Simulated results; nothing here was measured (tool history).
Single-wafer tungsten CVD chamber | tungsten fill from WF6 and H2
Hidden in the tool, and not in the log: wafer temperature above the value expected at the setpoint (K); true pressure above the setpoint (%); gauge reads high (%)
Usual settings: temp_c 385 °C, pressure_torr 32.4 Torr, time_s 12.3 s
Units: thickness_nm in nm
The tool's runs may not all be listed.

| run | hour | temp_c | pressure_torr | time_s | wafers since the last listed run | hours since the last thermocouple change | hours since the last manometer calibration | hours since the showerhead was replaced | hours since the gauge calibration | read-back reference wafer on the same gauge, thickness_nm | thickness_nm |
|---|---|---|---|---|---|---|---|---|---|---|---|
| 1 | 0.0 | 385 | 32.4 | 13.7 | 0 | 1133.1 | 2207.5 | 3746.9 | 161.7 | 26.190 | 32.457 |
| 2 | 27.1 | 377 | 32.4 | 12.3 | 914 | 1160.2 | 2234.6 | 3774.0 | 188.8 | 26.189 | 25.285 |
| 3 | 48.6 | 377 | 32.4 | 12.3 | 725 | 1181.7 | 2256.1 | 3795.5 | 210.3 | 26.204 | 25.412 |
| 4 | 73.1 | 385 | 37.0 | 12.3 | 827 | 1206.2 | 2280.6 | 3820.0 | 234.8 | 26.184 | 30.696 |
| 5 | 85.6 | 385 | 37.0 | 12.3 | 421 | 1218.7 | 2293.1 | 3832.5 | 247.3 | 26.208 | 30.711 |
| 6 | 98.6 | 385 | 37.0 | 12.3 | 438 | 1231.7 | 2306.1 | 3845.5 | 260.3 | 26.184 | 30.737 |
| 7 | 117.5 | 385 | 32.4 | 12.3 | 638 | 1250.6 | 2325.0 | 3864.4 | 279.2 | 26.201 | 29.414 |
| 8 | 150.9 | 385 | 32.4 | 12.3 | 1127 | 1284.0 | 2358.4 | 3897.8 | 312.6 | 26.203 | 29.507 |
| 9 | 178.3 | 385 | 32.4 | 12.3 | 925 | 1311.4 | 2385.8 | 3925.2 | 340.0 | 26.195 | 29.463 |
|  | 191.3 | showerhead replaced |
| 10 | 194.0 | 385 | 32.4 | 12.3 | 259 | 1327.1 | 2401.5 | 2.7 | 355.7 | 26.199 | 29.460 |
| 11 | 217.2 | 397 | 32.4 | 13.1 | 783 | 1350.3 | 2424.7 | 25.9 | 378.9 | 26.198 | 38.590 |

The next listed run, before its measurement:
| 12 | 235.3 | 385 | 32.4 | 13.7 | 611 | 1368.4 | 2442.8 | 44.0 | 397.0 | ? | ? |

read-back reference wafer on the same gauge, thickness_nm: 26.198
thickness_nm: 33.068 nm
Without the tool's hidden state the same run would have given thickness_nm 30.959 nm.
